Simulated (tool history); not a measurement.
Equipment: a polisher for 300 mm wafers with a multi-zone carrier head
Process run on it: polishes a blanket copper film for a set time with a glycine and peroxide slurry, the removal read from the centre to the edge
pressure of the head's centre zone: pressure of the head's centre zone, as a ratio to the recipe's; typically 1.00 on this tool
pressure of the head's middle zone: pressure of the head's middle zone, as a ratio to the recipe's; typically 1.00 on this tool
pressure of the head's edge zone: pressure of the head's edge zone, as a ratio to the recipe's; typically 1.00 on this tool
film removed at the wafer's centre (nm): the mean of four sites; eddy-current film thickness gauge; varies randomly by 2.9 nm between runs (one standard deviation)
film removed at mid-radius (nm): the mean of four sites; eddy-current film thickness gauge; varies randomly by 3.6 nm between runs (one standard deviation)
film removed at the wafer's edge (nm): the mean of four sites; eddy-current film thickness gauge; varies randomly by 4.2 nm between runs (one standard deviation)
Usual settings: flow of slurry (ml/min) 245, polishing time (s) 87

run,hour,flow of slurry (ml/min),pressure of the head's centre zone,pressure of the head's middle zone,pressure of the head's edge zone,polishing time (s),wafers since the last listed run,wafers polished on this pad,hours since the slurry nozzle was cleaned,hours since the centre zone pressure was calibrated,hours since the edge zone pressure was calibrated,hours since the carrier head's membrane was replaced,"incoming thickness of the incoming film, nm",film removed at the wafer's centre (nm),film removed at mid-radius (nm),film removed at the wafer's edge (nm)
1,0.0,245,0.90,1.00,1.11,87,0,1185,10.4,464.5,883.5,0.5,1616.0,277.2,298.1,319.7
# hour 9.6: worn pad replaced by a new one
# hour 29.8: edge zone pressure recalibrated
2,46.0,245,1.00,1.00,1.00,87,461,397,56.4,510.5,16.2,46.5,1586.6,308.0,290.7,305.5
3,59.7,245,1.00,1.00,1.00,87,158,555,70.1,524.2,29.9,60.2,1613.7,309.1,300.9,304.8
# hour 65.8: centre zone pressure recalibrated
4,75.4,245,1.00,1.00,0.96,112,158,713,85.8,9.6,45.6,75.9,1625.7,401.9,372.8,392.8
5,83.5,245,1.09,0.92,1.00,87,93,807,93.9,17.7,53.7,84.0,1626.7,337.9,278.3,308.2
6,94.2,245,1.00,0.89,0.91,87,123,930,104.6,28.4,64.4,94.7,1598.7,310.8,267.4,300.1
7,107.5,245,1.00,1.00,1.00,87,153,1084,117.9,41.7,77.7,108.0,1599.8,312.5,295.8,313.6
# hour 122.6: worn pad replaced by a new one
8,123.1,245,1.11,1.00,1.00,87,133,6,133.5,57.3,93.3,123.6,1614.7,342.9,292.3,304.4
9,133.6,275,0.91,0.96,1.00,106,121,127,144.0,67.8,103.8,134.1,1607.3,350.8,344.4,377.4
10,139.7,245,1.10,1.00,1.00,87,70,197,150.1,73.9,109.9,140.2,1621.2,341.5,296.6,303.2
11,150.0,195,1.00,1.11,1.00,87,118,316,160.4,84.2,120.2,150.5,1629.9,303.6,319.0,299.9
12,156.8,245,1.10,0.90,1.00,87,78,395,167.2,91.0,127.0,157.3,1590.1,345.7,271.2,303.8
13,163.7,245,1.00,1.00,1.00,87,79,475,174.1,97.9,133.9,164.2,1594.5,312.7,295.7,304.4
14,175.6,300,1.00,1.00,1.00,87,137,612,186.0,109.8,145.8,176.1,1608.4,314.5,300.4,310.8
15,188.5,320,1.00,1.11,1.08,87,148,761,198.9,122.7,158.7,189.0,1615.1,320.7,331.1,316.2
16,202.5,245,1.00,0.88,1.00,58,161,923,212.9,136.7,172.7,203.0,1600.9,205.3,182.7,204.4
17,216.5,315,1.00,0.94,1.00,111,161,1084,226.9,150.7,186.7,217.0,1596.1,394.0,363.5,396.9
# hour 231.4: worn pad replaced by a new one
18,231.9,185,1.05,1.00,1.00,87,131,6,242.3,166.1,202.1,232.4,1587.1,320.5,287.8,297.1
19,242.0,245,1.00,1.00,0.93,102,116,122,252.4,176.2,212.2,242.5,1627.7,366.6,350.5,351.3
20,248.7,315,1.00,1.00,1.10,95,77,200,259.1,182.9,218.9,249.2,1571.4,346.7,331.9,353.0
21,261.3,190,1.07,1.00,1.00,87,145,345,271.7,195.5,231.5,261.8,1597.1,330.5,290.9,299.9
22,268.6,245,1.00,1.00,1.00,87,84,429,279.0,202.8,238.8,269.1,1602.0,313.5,289.3,310.3

What if the next run were any one of these 4? Each begins from the tool's condition after run 22:
A,269.1,245,1.00,1.00,1.00,87,5,435,279.5,203.3,239.3,269.6,1594.3,?,?,?
B,269.1,305,1.00,1.00,0.90,97,5,435,279.5,203.3,239.3,269.6,1594.3,?,?,?
C,269.1,185,0.88,1.00,1.04,68,5,435,279.5,203.3,239.3,269.6,1594.3,?,?,?
D,269.1,245,1.00,1.00,0.89,87,5,435,279.5,203.3,239.3,269.6,1594.3,?,?,?

run,film removed at the wafer's centre (nm),film removed at mid-radius (nm),film removed at the wafer's edge (nm)
A,307.8,298.6,309.7
B,349.0,338.0,338.4
C,206.8,228.8,241.4
D,307.8,298.6,299.1
The same runs, with their run-to-run variation unchanged, on a tool lacking any hidden condition would have given:
run,film removed at the wafer's centre (nm),film removed at mid-radius (nm),film removed at the wafer's edge (nm)
A,307.8,298.6,309.7
B,349.0,338.0,338.4
C,206.8,228.8,241.4
D,307.8,298.6,299.1
